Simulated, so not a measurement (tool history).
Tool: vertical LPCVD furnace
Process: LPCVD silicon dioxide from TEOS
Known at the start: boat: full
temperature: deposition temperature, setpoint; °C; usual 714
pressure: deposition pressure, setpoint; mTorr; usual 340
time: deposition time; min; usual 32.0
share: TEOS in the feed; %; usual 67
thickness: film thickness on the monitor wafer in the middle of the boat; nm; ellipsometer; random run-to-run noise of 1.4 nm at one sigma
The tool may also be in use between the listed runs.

run   hour  temperature  pressure  time  share  wafers since the last listed run  hours since the last temperature calibration  hours since the pressure gauge was zeroed  hours since the TEOS flow controller was replaced  hours since the gauge calibration  read-back reference wafer on the same gauge, thickness  thickness
  1    0.0          714       340  32.0     67                                 0                                        2445.7                                     1702.2                                             4588.6                              301.5                                                  286.80     335.96
  2   10.8          714       340  32.0     67                               183                                        2456.5                                     1713.0                                             4599.4                              312.3                                                  286.82     338.92
  3   27.2          714       340  32.0     67                               278                                        2472.9                                     1729.4                                             4615.8                              328.7                                                  287.17     334.86
  4   44.9          714       340  32.0     67                               300                                        2490.6                                     1747.1                                             4633.5                              346.4                                                  287.23     334.77
  5   63.0          714       340  32.0     67                               307                                        2508.7                                     1765.2                                             4651.6                              364.5                                                  286.65     335.47
  6   74.1          714       340  35.0     67                               188                                        2519.8                                     1776.3                                             4662.7                              375.6                                                  287.24     368.11
  7   90.1          714       340  35.0     67                               271                                        2535.8                                     1792.3                                             4678.7                              391.6                                                  286.68     367.59
  8  131.5          714       340  35.0     67                               703                                        2577.2                                     1833.7                                             4720.1                              433.0                                                  287.07     365.81
  9  141.0          714       340  32.0     67                               161                                        2586.7                                     1843.2                                             4729.6                              442.5                                                  287.12     335.36
 10  156.5          714       340  32.0     67                               263                                        2602.2                                     1858.7                                             4745.1                              458.0                                                  286.55     333.15
     172.6  -- gauge calibrated
     184.3  -- TEOS flow controller replaced
     187.9  -- pressure gauge zeroed
 11  188.4          714       400  32.0     67                                72                                        2634.1                                        0.5                                                4.1                               15.8                                                  287.34     365.57
 12  193.6          714       400  32.0     67                                60                                        2639.3                                        5.7                                                9.3                               21.0                                                  287.02     365.88
     216.0  -- thermocouples replaced and temperature profile calibrated
 13  216.5          714       340  32.0     67                                 8                                           0.5                                       28.6                                               32.2                               43.9                                                  287.02     336.60
 14  223.0          714       340  32.0     67                               110                                           7.0                                       35.1                                               38.7                               50.4                                                  286.79     334.57
 15  244.6          714       340  32.0     67                               367                                          28.6                                       56.7                                               60.3                               72.0                                                  286.89     334.76
 16  254.8          710       415  21.0     74                               173                                          38.8                                       66.9                                               70.5                               82.2                                                  286.64     233.61
 17  272.8          714       340  25.5     67                               305                                          56.8                                       84.9                                               88.5                              100.2                                                  286.81     270.24
 18  282.4          714       340  32.0     67                               163                                          66.4                                       94.5                                               98.1                              109.8                                                  287.00     333.71
 19  300.0          717       340  32.0     78                               299                                          84.0                                      112.1                                              115.7                              127.4                                                  287.46     388.86
 20  318.6          714       340  32.0     67                               316                                         102.6                                      130.7                                              134.3                              146.0                                                  287.08     336.03
 21  344.0          711       340  45.0     67                               431                                         128.0                                      156.1                                              159.7                              171.4                                                  286.67     441.40
 22  357.5          711       340  45.0     67                               229                                         141.5                                      169.6                                              173.2                              184.9                                                  287.03     439.86
 23  371.0          714       420  32.0     72                               229                                         155.0                                      183.1                                              186.7                              198.4                                                  287.07     387.09
 24  382.9          714       340  32.0     67                               202                                         166.9                                      195.0                                              198.6                              210.3                                                  286.68     335.39
 25  398.8          709       340  42.5     54                               270                                         182.8                                      210.9                                              214.5                              226.2                                                  286.53     355.00
 26  420.0          708       340  26.0     71                               360                                         204.0                                      232.1                                              235.7                              247.4                                                  287.18     245.61
 27  438.2          714       415  43.0     67                               309                                         222.2                                      250.3                                              253.9                              265.6                                                  287.09     495.85
 28  452.7          705       340  32.0     79                               246                                         236.7                                      264.8                                              268.4                              280.1                                                  286.76     296.42
 29  462.8          714       340  32.0     67                               171                                         246.8                                      274.9                                              278.5                              290.2                                                  286.94     335.23
 30  480.3          726       295  32.0     54                               297                                         264.3                                      292.4                                              296.0                              307.7                                                  287.01     368.06
 31  493.9          714       340  32.0     67                               231                                         277.9                                      306.0                                              309.6                              321.3                                                  286.74     336.01

4 ways to go on from here, each from the tool as it stands after run 31. What would each give?
  A  499.2          714       340  32.0     67                                90                                         283.2                                      311.3                                              314.9                              326.6                                                       ?          ?
  B  499.2          719       410  32.0     67                                90                                         283.2                                      311.3                                              314.9                              326.6                                                       ?          ?
  C  499.2          721       310  23.5     56                                90                                         283.2                                      311.3                                              314.9                              326.6                                                       ?          ?
  D  499.2          722       340  32.0     67                                90                                         283.2                                      311.3                                              314.9                              326.6                                                       ?          ?

run  read-back reference wafer on the same gauge, thickness  thickness
  A                                                  287.54     335.59
  B                                                  287.54     412.37
  C                                                  287.54     251.73
  D                                                  287.54     401.50
Stripped of hidden state, with their random variation kept, the same runs would have yielded:
run  thickness
  A     335.59
  B     412.37
  C     251.73
  D     401.50
